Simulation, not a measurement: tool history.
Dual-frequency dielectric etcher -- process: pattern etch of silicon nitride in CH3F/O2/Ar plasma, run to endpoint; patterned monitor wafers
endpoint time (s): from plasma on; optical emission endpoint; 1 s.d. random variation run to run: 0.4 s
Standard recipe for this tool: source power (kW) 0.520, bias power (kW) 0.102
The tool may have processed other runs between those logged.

run,hour,source power (kW),bias power (kW),"incoming incoming film thickness, nm",endpoint time (s)
1,0.0,0.520,0.109,35.47,41.5
2,28.5,0.520,0.102,35.92,43.9
3,70.8,0.520,0.102,35.97,43.0
4,128.5,0.600,0.102,35.85,40.0
# hour 187.5: wet clean of the chamber
5,188.0,0.600,0.102,36.00,42.6
6,222.1,0.600,0.102,35.88,41.7
7,267.3,0.520,0.102,36.02,44.3
8,316.5,0.520,0.102,36.01,44.3
9,382.4,0.520,0.102,35.72,43.9
10,463.2,0.520,0.102,35.53,43.2
11,503.8,0.520,0.102,35.56,43.2
12,528.3,0.570,0.091,35.69,42.8
# hour 571.6: bias power generator calibrated
# hour 586.8: wet clean of the chamber
13,587.3,0.520,0.102,35.57,44.4
14,594.4,0.520,0.102,35.53,44.4
15,654.7,0.520,0.102,36.00,44.5
# hour 686.2: upper electrode replaced, of another model than before
# hour 694.5: source power generator calibrated
16,705.0,0.420,0.090,35.71,48.4
17,753.3,0.520,0.093,35.90,46.1
18,782.5,0.400,0.086,35.54,49.1
19,817.6,0.520,0.102,35.83,43.6
20,854.2,0.620,0.102,36.04,40.7
21,886.7,0.650,0.102,35.81,40.2
22,933.9,0.520,0.109,35.85,42.0
# hour 971.8: wet clean of the chamber
23,986.8,0.520,0.102,35.88,44.7
24,1049.5,0.520,0.082,35.76,46.7
25,1093.3,0.520,0.102,35.59,43.3
26,1149.4,0.520,0.128,35.89,40.8
27,1320.0,0.580,0.122,35.78,39.1
# hour 1344.2: wet clean of the chamber
28,1371.9,0.630,0.114,35.97,41.5
29,1491.2,0.520,0.110,35.85,42.6

Some steps in endpoint time (s), run to run, broken into two amounts with sign: the step expected even without the hidden condition (settings, incoming material, random variation), and the rest, left for the hidden condition together with whatever gauge scatter is not in both the measured and the hidden-condition-free result:
Hidden state present: etch rate over this chamber's usual, %; source power that arrives over what is set, %; bias power that arrives over what is set, %.
Run 4 -> 5: wet clean of the chamber. endpoint time (s) +2.6: hidden state +2.0, all else +0.6.
Run 15 -> 16: source power (kW) 0.520 -> 0.420, bias power (kW) 0.102 -> 0.090, upper electrode replaced, of another model than before, source power generator calibrated. endpoint time (s) +3.9: hidden state -0.4, all else +4.3.
Run 18 -> 19: source power (kW) 0.400 -> 0.520, bias power (kW) 0.086 -> 0.102. endpoint time (s) -5.5: hidden state -0.2, all else -5.3.
Run 27 -> 28: source power (kW) 0.580 -> 0.630, bias power (kW) 0.122 -> 0.114, wet clean of the chamber. endpoint time (s) +2.4: hidden state +2.1, all else +0.3.
